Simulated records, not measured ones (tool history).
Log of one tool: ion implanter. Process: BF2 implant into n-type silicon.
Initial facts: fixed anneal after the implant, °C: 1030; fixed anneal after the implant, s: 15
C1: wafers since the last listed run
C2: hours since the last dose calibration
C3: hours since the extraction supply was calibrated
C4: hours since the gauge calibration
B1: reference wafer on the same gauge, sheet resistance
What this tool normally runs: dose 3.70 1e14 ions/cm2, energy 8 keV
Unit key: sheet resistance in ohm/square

run 1 hour=0.0 | dose=3.70 energy=8 | C1=0 C2=1093.6 C3=1443.8 C4=495.9 | B1=469.70 | sheet_resistance=402.46
run 2 hour=100.9 | dose=3.70 energy=8 | C1=2311 C2=1194.5 C3=1544.7 C4=596.8 | B1=469.66 | sheet_resistance=403.27
run 3 hour=167.0 | dose=3.70 energy=8 | C1=1514 C2=1260.6 C3=1610.8 C4=662.9 | B1=469.53 | sheet_resistance=404.40
run 4 hour=268.4 | dose=3.70 energy=8 | C1=2323 C2=1362.0 C3=1712.2 C4=764.3 | B1=469.73 | sheet_resistance=403.75
run 5 hour=326.2 | dose=3.70 energy=8 | C1=1324 C2=1419.8 C3=1770.0 C4=822.1 | B1=469.89 | sheet_resistance=403.94
-- hour=349.5 gauge calibrated
run 6 hour=386.8 | dose=3.70 energy=8 | C1=1388 C2=1480.4 C3=1830.6 C4=37.3 | B1=469.99 | sheet_resistance=404.98
run 7 hour=433.8 | dose=3.70 energy=8 | C1=1076 C2=1527.4 C3=1877.6 C4=84.3 | B1=469.53 | sheet_resistance=405.11
run 8 hour=536.5 | dose=2.89 energy=6 | C1=2352 C2=1630.1 C3=1980.3 C4=187.0 | B1=470.52 | sheet_resistance=515.39
run 9 hour=573.8 | dose=3.70 energy=8 | C1=854 C2=1667.4 C3=2017.6 C4=224.3 | B1=470.34 | sheet_resistance=407.03
run 10 hour=671.8 | dose=3.70 energy=8 | C1=2245 C2=1765.4 C3=2115.6 C4=322.3 | B1=470.36 | sheet_resistance=408.36
run 11 hour=732.9 | dose=4.09 energy=8 | C1=1399 C2=1826.5 C3=2176.7 C4=383.4 | B1=470.03 | sheet_resistance=382.42
run 12 hour=833.7 | dose=3.04 energy=9 | C1=2309 C2=1927.3 C3=2277.5 C4=484.2 | B1=469.77 | sheet_resistance=456.92

Predict the results of run 13:
run 13 hour=931.5 | dose=4.75 energy=10 | C1=2240 C2=2025.1 C3=2375.3 C4=582.0 | B1=? | sheet_resistance=?

B1: 470.40
sheet resistance: 329.35 ohm/square
Minus the tool's unlogged condition, the same run would have read sheet resistance 320.32 ohm/square.
